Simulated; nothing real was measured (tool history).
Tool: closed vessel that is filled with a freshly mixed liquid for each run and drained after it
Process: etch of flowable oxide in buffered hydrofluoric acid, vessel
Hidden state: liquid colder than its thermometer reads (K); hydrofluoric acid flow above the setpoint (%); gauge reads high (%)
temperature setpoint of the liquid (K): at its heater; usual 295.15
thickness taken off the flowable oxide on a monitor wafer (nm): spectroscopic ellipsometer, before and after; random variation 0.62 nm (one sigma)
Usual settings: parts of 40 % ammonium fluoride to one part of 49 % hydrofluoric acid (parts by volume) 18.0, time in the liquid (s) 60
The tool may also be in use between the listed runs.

run	hour	temperature setpoint of the liquid (K)	parts of 40 % ammonium fluoride to one part of 49 % hydrofluoric acid (parts by volume)	time in the liquid (s)	wafers since the last listed run	hours since the thermometer was replaced	hours since the hydrofluoric acid flow meter was replaced	hours since the gauge calibration	read-back film thickness of the flowable oxide reference wafer, read on the same gauge (nm)	thickness taken off the flowable oxide on a monitor wafer (nm)
1	0.0	295.15	18.0	50	0	203.0	1656.1	537.1	132.02	82.32
2	69.2	295.15	18.0	50	8495	272.2	1725.3	606.3	132.43	83.57
3	101.5	295.15	21.0	60	3965	304.5	1757.6	638.6	132.62	87.31
4	125.7	295.15	18.0	60	2971	328.7	1781.8	662.8	132.82	101.42
5	159.5	295.15	18.0	60	4149	362.5	1815.6	696.6	133.04	100.02
6	193.0	295.15	18.0	60	4112	396.0	1849.1	730.1	133.32	101.47
7	259.5	295.15	18.0	60	8164	462.5	1915.6	796.6	133.92	100.74
8	300.1	295.15	18.0	60	4984	503.1	1956.2	837.2	134.23	102.15
# hour 312.0: gauge calibrated
9	330.2	295.15	18.0	60	3695	533.2	1986.3	18.2	129.69	98.52
10	361.7	295.15	18.0	60	3867	564.7	2017.8	49.7	129.72	98.41
11	391.4	295.15	18.0	60	3646	594.4	2047.5	79.4	129.78	97.33
12	442.3	295.15	18.0	60	6249	645.3	2098.4	130.3	129.82	97.27
# hour 452.9: thermometer replaced
# hour 467.7: hydrofluoric acid flow meter replaced
13	486.7	291.15	13.0	60	5205	33.8	19.0	174.7	129.91	106.45
14	525.4	299.15	12.0	70	4751	72.5	57.7	213.4	129.98	214.52
15	557.0	293.15	18.0	60	3879	104.1	89.3	245.0	130.03	88.17
16	594.1	295.15	18.0	80	4554	141.2	126.4	282.1	130.09	132.18
17	662.4	295.15	21.0	60	8385	209.5	194.7	350.4	130.35	86.90
18	707.9	295.15	15.5	60	5586	255.0	240.2	395.9	130.56	114.96
19	759.3	295.15	23.0	60	6310	306.4	291.6	447.3	130.82	81.31
20	831.3	295.15	18.0	60	8839	378.4	363.6	519.3	131.20	98.88

Hidden state at the last listed run before each entry between runs and at the first one after, where it differs:
Between runs 8 and 9: gauge calibrated (hour 312.0)
  gauge reads high (%): 3.28 -> -0.216
  measured less the result without the state, thickness taken off the flowable oxide on a monitor wafer (nm): +3.25 -> -0.21
Between runs 12 and 13: thermometer replaced (hour 452.9); hydrofluoric acid flow meter replaced (hour 467.7)
  gauge reads high (%): -0.145 -> -0.0874
  measured less the result without the state, thickness taken off the flowable oxide on a monitor wafer (nm): -0.14 -> -0.10
